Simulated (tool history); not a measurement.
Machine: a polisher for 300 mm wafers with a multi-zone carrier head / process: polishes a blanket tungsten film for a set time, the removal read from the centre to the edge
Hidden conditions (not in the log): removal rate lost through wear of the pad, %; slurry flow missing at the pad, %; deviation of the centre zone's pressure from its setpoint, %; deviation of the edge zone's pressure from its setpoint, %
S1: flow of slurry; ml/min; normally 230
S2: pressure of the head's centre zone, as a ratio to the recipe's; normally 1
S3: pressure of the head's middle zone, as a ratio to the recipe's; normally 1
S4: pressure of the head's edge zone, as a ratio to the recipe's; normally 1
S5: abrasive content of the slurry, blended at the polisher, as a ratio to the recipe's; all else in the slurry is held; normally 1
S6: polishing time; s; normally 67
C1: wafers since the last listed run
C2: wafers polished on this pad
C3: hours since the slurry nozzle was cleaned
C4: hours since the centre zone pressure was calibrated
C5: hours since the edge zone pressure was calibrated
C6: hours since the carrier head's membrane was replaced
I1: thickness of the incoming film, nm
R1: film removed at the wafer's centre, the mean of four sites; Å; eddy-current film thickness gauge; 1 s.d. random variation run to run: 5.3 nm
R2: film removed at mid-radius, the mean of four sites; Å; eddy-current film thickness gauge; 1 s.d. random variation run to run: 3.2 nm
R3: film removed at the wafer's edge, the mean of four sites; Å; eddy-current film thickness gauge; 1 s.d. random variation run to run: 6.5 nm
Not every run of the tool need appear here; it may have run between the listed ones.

run    hour   S1    S2    S3    S4    S5  S6    C1    C2     C3     C4     C5      C6      I1    R1    R2    R3
  1       0  305  0.93     1     1     1  60     0  1971  645.3    556  226.2   663.8  1268.8  3246  3899  4026
  2    45.5  150     1     1     1   1.2  67   417  2389  690.8  601.5  271.7   709.3  1262.3  3253  3605  4109
       93.7  -- slurry nozzle cleaned
  3    94.7  230     1     1     1     1  67   442  2831      1  650.7  320.9   758.5  1261.3  4220  4531  4646
        294  -- centre zone pressure recalibrated
  4   294.5  300     1     1     1     1  67  1816  4648  200.8    0.5  520.7   958.3  1291.2  4642  4531  4689
      302.1  -- worn pad replaced by a new one
  5   337.4  230     1     1     1     1  67   357   324  243.7   43.4  563.6  1001.2  1246.2  4176  4266  4512
  6   392.1  295  0.93  1.04     1   1.2  67   502   826  298.4   98.1  618.3  1055.9  1250.8  4212  4806  4751
      411.5  -- edge zone pressure recalibrated
  7     594  230     1  0.92     1     1  67  1835  2661  500.3    300  182.5  1257.8  1297.7  3849  3797  4355
  8   650.8  230     1     1     1     1  67   521  3183  557.1  356.8  239.3  1314.6  1253.7  3783  4100  4311
  9   700.8  230     1     1  0.92  1.25  67   459  3642  607.1  406.8  289.3  1364.6  1286.7  3977  4312  4458
 10   757.2  230     1     1  1.08     1  67   517  4160  663.5  463.2  345.7    1421  1296.3  3781  4051  4383
 11   791.4  230  0.91     1     1   0.9  67   314  4474  697.7  497.4  379.9  1455.2  1263.6  3224  3901  4162
      802.4  -- slurry nozzle cleaned
      803.9  -- worn pad replaced by a new one
 12   816.8  230  1.04     1  1.08     1  67   209   117   14.4  522.8  405.3  1480.6    1260  4396  4597  4944
 13   870.9  290     1     1  1.12     1  67   496   614   68.5  576.9  459.4  1534.7  1251.8  4320  4611  4997
 14   941.5  165     1     1  1.06     1  67   648  1263  139.1  647.5    530  1605.3  1265.4  3757  4078  4493
 15   969.9  195     1     1     1   0.8  67   260  1523  167.5  675.9  558.4  1633.7  1298.7  3637  3981  4213
 16  1009.8  230     1     1     1  0.85  67   366  1890  207.4  715.8  598.3  1673.6  1281.5  3858  4157  4286
     1018.4  -- edge zone pressure recalibrated
 17  1042.2  230  1.12     1  1.11   1.1  67   279  2169  239.8  748.2   23.8    1706  1282.9  4428  4418  4710
 18  1098.8  255     1     1     1     1  88   519  2689  296.4  804.8   80.4  1762.6  1287.7  5236  5713  5986
     1106.7  -- centre zone pressure recalibrated
     1111.3  -- carrier head's membrane replaced by a new one
 19  1139.4  230  1.09     1  0.95     1  67   312  3001    337   32.7    121    28.1  1276.3  4583  4249  4329
 20  1181.2  230     1     1     1     1  67   383  3385  378.8   74.5  162.8    69.9  1293.2  4160  4211  4288

Pick out some run-to-run changes in R1. Of each, how much would a tool without hidden state show as well, from the settings, what came in and chance, and how much is left for the hidden state and any gauge scatter not in both results compared?
Run 1 -> 2: S1 305 -> 150, S2 0.93 -> 1, S5 1 -> 1.2, S6 60 -> 67. R1 +7 Å: hidden state -574, all else +581.
Run 2 -> 3: S1 150 -> 230, S5 1.2 -> 1, slurry nozzle cleaned. R1 +967 Å: hidden state +804, all else +163.
Run 11 -> 12: S2 0.91 -> 1.04, S4 1 -> 1.08, S5 0.9 -> 1, slurry nozzle cleaned, worn pad replaced by a new one. R1 +1172 Å: hidden state +408, all else +764.
